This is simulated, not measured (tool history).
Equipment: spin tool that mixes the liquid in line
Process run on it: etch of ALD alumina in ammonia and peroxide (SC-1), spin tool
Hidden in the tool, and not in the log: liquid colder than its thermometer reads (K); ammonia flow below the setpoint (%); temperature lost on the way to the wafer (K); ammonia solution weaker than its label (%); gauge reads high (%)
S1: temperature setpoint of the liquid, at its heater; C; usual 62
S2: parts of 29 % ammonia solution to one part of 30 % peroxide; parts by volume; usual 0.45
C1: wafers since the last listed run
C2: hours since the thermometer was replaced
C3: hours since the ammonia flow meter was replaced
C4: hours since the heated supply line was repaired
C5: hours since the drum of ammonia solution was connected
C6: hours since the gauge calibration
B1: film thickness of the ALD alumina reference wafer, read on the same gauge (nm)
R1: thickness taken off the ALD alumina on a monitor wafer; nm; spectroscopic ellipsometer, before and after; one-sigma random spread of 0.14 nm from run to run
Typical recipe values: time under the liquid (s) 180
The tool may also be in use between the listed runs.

run 1 hour=0 | S1=62 S2=0.45 time_under_the_liquid_(s)=180 | C1=0 C2=793.1 C3=1668.9 C4=312.7 C5=119.2 C6=728.4 | B1=50 | R1=17.38
run 2 hour=95.9 | S1=70 S2=0.45 time_under_the_liquid_(s)=235 | C1=447 C2=889 C3=1764.8 C4=408.6 C5=215.1 C6=824.3 | B1=50.03 | R1=33.39
-- hour=128.3 thermometer replaced
run 3 hour=167.9 | S1=70 S2=0.45 time_under_the_liquid_(s)=235 | C1=331 C2=39.6 C3=1836.8 C4=480.6 C5=287.1 C6=896.3 | B1=49.97 | R1=33.51
run 4 hour=257.3 | S1=70 S2=0.45 time_under_the_liquid_(s)=235 | C1=416 C2=129 C3=1926.2 C4=570 C5=376.5 C6=985.7 | B1=49.97 | R1=32.74
run 5 hour=296.4 | S1=62 S2=0.45 time_under_the_liquid_(s)=180 | C1=182 C2=168.1 C3=1965.3 C4=609.1 C5=415.6 C6=1024.8 | B1=49.99 | R1=17.19
run 6 hour=390.6 | S1=54.5 S2=0.45 time_under_the_liquid_(s)=230 | C1=439 C2=262.3 C3=2059.5 C4=703.3 C5=509.8 C6=1119 | B1=49.99 | R1=14.57
run 7 hour=450.8 | S1=54.5 S2=0.45 time_under_the_liquid_(s)=230 | C1=280 C2=322.5 C3=2119.7 C4=763.5 C5=570 C6=1179.2 | B1=49.99 | R1=14.75
run 8 hour=503.3 | S1=62 S2=0.45 time_under_the_liquid_(s)=180 | C1=244 C2=375 C3=2172.2 C4=816 C5=622.5 C6=1231.7 | B1=50.02 | R1=16.72
-- hour=600.6 new drum of ammonia solution connected
-- hour=720.2 gauge calibrated
-- hour=732.7 ammonia flow meter replaced
run 9 hour=793.9 | S1=62 S2=0.45 time_under_the_liquid_(s)=180 | C1=1345 C2=665.6 C3=61.2 C4=1106.6 C5=193.3 C6=73.7 | B1=50 | R1=16.32
run 10 hour=832.6 | S1=65.5 S2=0.45 time_under_the_liquid_(s)=180 | C1=180 C2=704.3 C3=99.9 C4=1145.3 C5=232 C6=112.4 | B1=49.97 | R1=19.19
run 11 hour=919.1 | S1=70 S2=0.45 time_under_the_liquid_(s)=235 | C1=403 C2=790.8 C3=186.4 C4=1231.8 C5=318.5 C6=198.9 | B1=50 | R1=32.31
run 12 hour=1006 | S1=70 S2=0.45 time_under_the_liquid_(s)=235 | C1=405 C2=877.7 C3=273.3 C4=1318.7 C5=405.4 C6=285.8 | B1=50.01 | R1=31.23
-- hour=1019.5 thermometer replaced
run 13 hour=1107.2 | S1=62 S2=0.55 time_under_the_liquid_(s)=270 | C1=467 C2=87.7 C3=374.5 C4=1419.9 C5=506.6 C6=387 | B1=50 | R1=24.3
run 14 hour=1163.6 | S1=65.5 S2=0.35 time_under_the_liquid_(s)=180 | C1=263 C2=144.1 C3=430.9 C4=1476.3 C5=563 C6=443.4 | B1=50.02 | R1=18.78
-- hour=1228.8 heated supply line repaired
run 15 hour=1261.1 | S1=62 S2=0.55 time_under_the_liquid_(s)=180 | C1=450 C2=241.6 C3=528.4 C4=32.3 C5=660.5 C6=540.9 | B1=50.01 | R1=18.46
run 16 hour=1337.5 | S1=62 S2=0.45 time_under_the_liquid_(s)=180 | C1=356 C2=318 C3=604.8 C4=108.7 C5=736.9 C6=617.3 | B1=49.99 | R1=17.77
run 17 hour=1440 | S1=70 S2=0.45 time_under_the_liquid_(s)=85 | C1=478 C2=420.5 C3=707.3 C4=211.2 C5=839.4 C6=719.8 | B1=50.01 | R1=12.34
-- hour=1476.4 new drum of ammonia solution connected
run 18 hour=1531.3 | S1=70 S2=0.35 time_under_the_liquid_(s)=180 | C1=421 C2=511.8 C3=798.6 C4=302.5 C5=54.9 C6=811.1 | B1=50.01 | R1=25.66
run 19 hour=1628.6 | S1=67 S2=0.45 time_under_the_liquid_(s)=250 | C1=453 C2=609.1 C3=895.9 C4=399.8 C5=152.2 C6=908.4 | B1=50 | R1=30.73
run 20 hour=1674.2 | S1=56 S2=0.6 time_under_the_liquid_(s)=240 | C1=212 C2=654.7 C3=941.5 C4=445.4 C5=197.8 C6=954 | B1=49.98 | R1=17.36

Entry by entry between the runs, the difference in hidden state between the last listed run before and the first listed run after:
Between runs 2 and 3: thermometer replaced (hour 128.3)
  temperature lost on the way to the wafer (K): 0.784 -> 0.889
  the result without the hidden state subtracted from the measured one, R1: -1.27 -> -1.47 nm
Between runs 8 and 9: new drum of ammonia solution connected (hour 600.6); gauge calibrated (hour 720.2); ammonia flow meter replaced (hour 732.7)
  temperature lost on the way to the wafer (K): 1.38 -> 1.81
  the result without the hidden state subtracted from the measured one, R1: -1.21 -> -1.58 nm
Between runs 12 and 13: thermometer replaced (hour 1019.5)
  temperature lost on the way to the wafer (K): 2.12 -> 2.27
  the result without the hidden state subtracted from the measured one, R1: -3.37 -> -2.99 nm
Between runs 14 and 15: heated supply line repaired (hour 1228.8)
  temperature lost on the way to the wafer (K): 2.35 -> 0.115
  the result without the hidden state subtracted from the measured one, R1: -2.33 -> -0.12 nm
Between runs 17 and 18: new drum of ammonia solution connected (hour 1476.4)
  temperature lost on the way to the wafer (K): 0.378 -> 0.512
  the result without the hidden state subtracted from the measured one, R1: -0.23 -> -0.64 nm

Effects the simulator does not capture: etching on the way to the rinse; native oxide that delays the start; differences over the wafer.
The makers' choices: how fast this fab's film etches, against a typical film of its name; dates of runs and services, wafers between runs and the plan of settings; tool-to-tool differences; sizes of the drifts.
